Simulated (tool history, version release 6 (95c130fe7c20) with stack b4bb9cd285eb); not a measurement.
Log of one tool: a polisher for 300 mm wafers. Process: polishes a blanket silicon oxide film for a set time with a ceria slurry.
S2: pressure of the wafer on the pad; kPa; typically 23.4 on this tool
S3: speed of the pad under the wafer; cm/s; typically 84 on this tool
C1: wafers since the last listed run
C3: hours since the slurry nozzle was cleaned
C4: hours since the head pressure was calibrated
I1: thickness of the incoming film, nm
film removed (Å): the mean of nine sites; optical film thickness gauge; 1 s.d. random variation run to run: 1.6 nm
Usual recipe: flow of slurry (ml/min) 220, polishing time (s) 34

Run 1, hour 0.0: usual settings but S3 64 cm/s; C1 0; wafers polished on this pad 3489; C3 512.3; C4 287.9; I1 987.1. Result: film removed (Å) 1022.
Run 2, hour 39.6: usual settings but S3 64 cm/s; C1 526; wafers polished on this pad 4015; C3 551.9; C4 327.5; I1 979.4. Result: film removed (Å) 1007.
Run 3, hour 74.3: usual settings but S3 64 cm/s; C1 461; wafers polished on this pad 4476; C3 586.6; C4 362.2; I1 964.6. Result: film removed (Å) 975.
At hour 131.7: worn pad replaced by a new one.
Run 4, hour 132.2: usual settings; C1 716; wafers polished on this pad 6; C3 644.5; C4 420.1; I1 978.8. Result: film removed (Å) 1130.
At hour 158.2: slurry nozzle cleaned.
Run 5, hour 163.2: usual settings but S2 29.0 kPa; C1 398; wafers polished on this pad 405; C3 5.0; C4 451.1; I1 971.5. Result: film removed (Å) 1394.
Run 6, hour 231.4: usual settings but S2 29.0 kPa; C1 906; wafers polished on this pad 1311; C3 73.2; C4 519.3; I1 978.7. Result: film removed (Å) 1345.
Run 7, hour 281.9: usual settings but S3 70 cm/s; C1 670; wafers polished on this pad 1982; C3 123.7; C4 569.8; I1 969.0. Result: film removed (Å) 985.
Run 8, hour 324.1: usual settings but S3 70 cm/s; C1 560; wafers polished on this pad 2543; C3 165.9; C4 612.0; I1 965.6. Result: film removed (Å) 957.
At hour 353.5: head pressure recalibrated.
Run 9, hour 428.9: usual settings but S2 20.0 kPa, polishing time (s) 39; C1 1365; wafers polished on this pad 3909; C3 270.7; C4 75.4; I1 986.5. Result: film removed (Å) 1196.
Run 10, hour 490.5: usual settings; C1 818; wafers polished on this pad 4727; C3 332.3; C4 137.0; I1 973.0. Result: film removed (Å) 1225.
Run 11, hour 534.3: usual settings; C1 581; wafers polished on this pad 5309; C3 376.1; C4 180.8; I1 970.1. Result: film removed (Å) 1221.
At hour 570.5: worn pad replaced by a new one.
Run 12, hour 603.8: usual settings; C1 870; wafers polished on this pad 442; C3 445.6; C4 250.3; I1 968.1. Result: film removed (Å) 1218.
Run 13, hour 658.8: usual settings but polishing time (s) 42; C1 730; wafers polished on this pad 1173; C3 500.6; C4 305.3; I1 971.9. Result: film removed (Å) 1471.
Run 14, hour 707.2: usual settings; C1 643; wafers polished on this pad 1816; C3 549.0; C4 353.7; I1 982.9. Result: film removed (Å) 1171.
Run 15, hour 754.3: usual settings; C1 625; wafers polished on this pad 2442; C3 596.1; C4 400.8; I1 984.0. Result: film removed (Å) 1183.
Run 16, hour 825.6: usual settings; C1 947; wafers polished on this pad 3389; C3 667.4; C4 472.1; I1 992.1. Result: film removed (Å) 1155.
Run 17, hour 867.0: usual settings; C1 550; wafers polished on this pad 3939; C3 708.8; C4 513.5; I1 963.9. Result: film removed (Å) 1132.
Run 18, hour 930.4: usual settings but flow of slurry (ml/min) 160; C1 842; wafers polished on this pad 4781; C3 772.2; C4 576.9; I1 980.4. Result: film removed (Å) 1058.
At hour 954.7: head pressure recalibrated.
Run 19, hour 960.4: usual settings but flow of slurry (ml/min) 190, S2 26.2 kPa, S3 66 cm/s, polishing time (s) 46; C1 372; wafers polished on this pad 5153; C3 802.2; C4 5.7; I1 980.2. Result: film removed (Å) 1575.
At hour 972.2: worn pad replaced by a new one.
Run 20, hour 1024.4: usual settings but flow of slurry (ml/min) 185, polishing time (s) 39; C1 797; wafers polished on this pad 693; C3 866.2; C4 69.7; I1 980.9. Result: film removed (Å) 1374.
At hour 1025.5: slurry nozzle cleaned.
Run 21, hour 1093.9: usual settings but S3 110 cm/s; C1 910; wafers polished on this pad 1603; C3 68.4; C4 139.2; I1 977.2. Result: film removed (Å) 1465.
Run 22, hour 1141.1: usual settings; C1 627; wafers polished on this pad 2231; C3 115.6; C4 186.4; I1 989.5. Result: film removed (Å) 1192.
Run 23, hour 1204.2: usual settings but flow of slurry (ml/min) 295, S3 114 cm/s; C1 838; wafers polished on this pad 3069; C3 178.7; C4 249.5; I1 979.1. Result: film removed (Å) 1511.
Run 24, hour 1270.6: usual settings; C1 882; wafers polished on this pad 3951; C3 245.1; C4 315.9; I1 983.7. Result: film removed (Å) 1202.
Run 25, hour 1316.8: usual settings but S2 28.3 kPa; C1 613; wafers polished on this pad 4565; C3 291.3; C4 362.1; I1 990.8. Result: film removed (Å) 1428.
Run 26, hour 1347.3: usual settings but flow of slurry (ml/min) 170, S2 19.3 kPa, S3 98 cm/s, polishing time (s) 25; C1 405; wafers polished on this pad 4970; C3 321.8; C4 392.6; I1 973.5. Result: film removed (Å) 762.
At hour 1375.3: worn pad replaced by a new one.
Run 27, hour 1389.1: usual settings but flow of slurry (ml/min) 185, S2 26.2 kPa, S3 110 cm/s, polishing time (s) 24; C1 502; wafers polished on this pad 183; C3 363.6; C4 434.4; I1 990.8. Result: film removed (Å) 1084.
Run 28, hour 1440.4: usual settings but flow of slurry (ml/min) 185; C1 681; wafers polished on this pad 864; C3 414.9; C4 485.7; I1 975.2. Result: film removed (Å) 1126.
At hour 1485.4: head pressure recalibrated.
Run 29, hour 1493.0: usual settings but flow of slurry (ml/min) 200; C1 672; wafers polished on this pad 1536; C3 467.5; C4 7.6; I1 988.4. Result: film removed (Å) 1211.
Run 30, hour 1561.4: usual settings but flow of slurry (ml/min) 200, S2 17.9 kPa, S3 68 cm/s, polishing time (s) 44; C1 908; wafers polished on this pad 2445; C3 535.9; C4 76.0; I1 980.9. Result: film removed (Å) 1053.
Run 31, hour 1616.2: usual settings but S2 31.0 kPa, polishing time (s) 43; C1 728; wafers polished on this pad 3173; C3 590.7; C4 130.8; I1 985.3. Result: film removed (Å) 2036.
Run 32, hour 1649.9: usual settings; C1 447; wafers polished on this pad 3621; C3 624.4; C4 164.5; I1 981.1. Result: film removed (Å) 1225.
Run 33, hour 1705.3: usual settings but flow of slurry (ml/min) 295, S3 98 cm/s; C1 736; wafers polished on this pad 4357; C3 679.8; C4 219.9; I1 995.9. Result: film removed (Å) 1391.
At hour 1729.7: slurry nozzle cleaned.
Run 34, hour 1736.1: usual settings; C1 395; wafers polished on this pad 4753; C3 6.4; C4 250.7; I1 965.8. Result: film removed (Å) 1189.
At hour 1762.4: worn pad replaced by a new one.
Run 35, hour 1798.1: usual settings but flow of slurry (ml/min) 265, S2 31.0 kPa, S3 72 cm/s, polishing time (s) 40; C1 770; wafers polished on this pad 473; C3 68.4; C4 312.7; I1 983.6. Result: film removed (Å) 1713.
Run 36, hour 1835.5: usual settings but S3 98 cm/s; C1 496; wafers polished on this pad 970; C3 105.8; C4 350.1; I1 968.7. Result: film removed (Å) 1299.
Run 37, hour 1892.8: usual settings but flow of slurry (ml/min) 280; C1 761; wafers polished on this pad 1732; C3 163.1; C4 407.4; I1 966.0. Result: film removed (Å) 1231.
Run 38, hour 1919.1: usual settings but S2 31.0 kPa, polishing time (s) 46; C1 349; wafers polished on this pad 2081; C3 189.4; C4 433.7; I1 965.1. Result: film removed (Å) 2035.

List, for all runs, the conditions of the tool that the log does not record:
removal rate lost through wear of the pad, %: 0 in every run
slurry flow missing at the pad, %: 0 in every run
H1: deviation of the head's pressure from its setpoint, %
run      H1
  1   -3.91
  2   -4.58
  3   -5.24
  4   -6.48
  5   -7.23
  6   -9.05
  7   -10.6
  8   -11.9
  9   0.768
 10   0.407
 11  0.0233
 12  -0.803
 13   -1.65
 14   -2.52
 15    -3.5
 16   -5.22
 17   -6.34
 18   -8.25
 19    1.07
 20   0.936
 21   0.535
 22   0.112
 23  -0.647
 24   -1.68
 25   -2.55
 26   -3.18
 27   -4.13
 28   -5.43
 29   0.224
 30   0.066
 31  -0.246
 32  -0.521
 33   -1.11
 34   -1.51
 35   -2.47
 36   -3.15
 37   -4.35
 38   -4.96
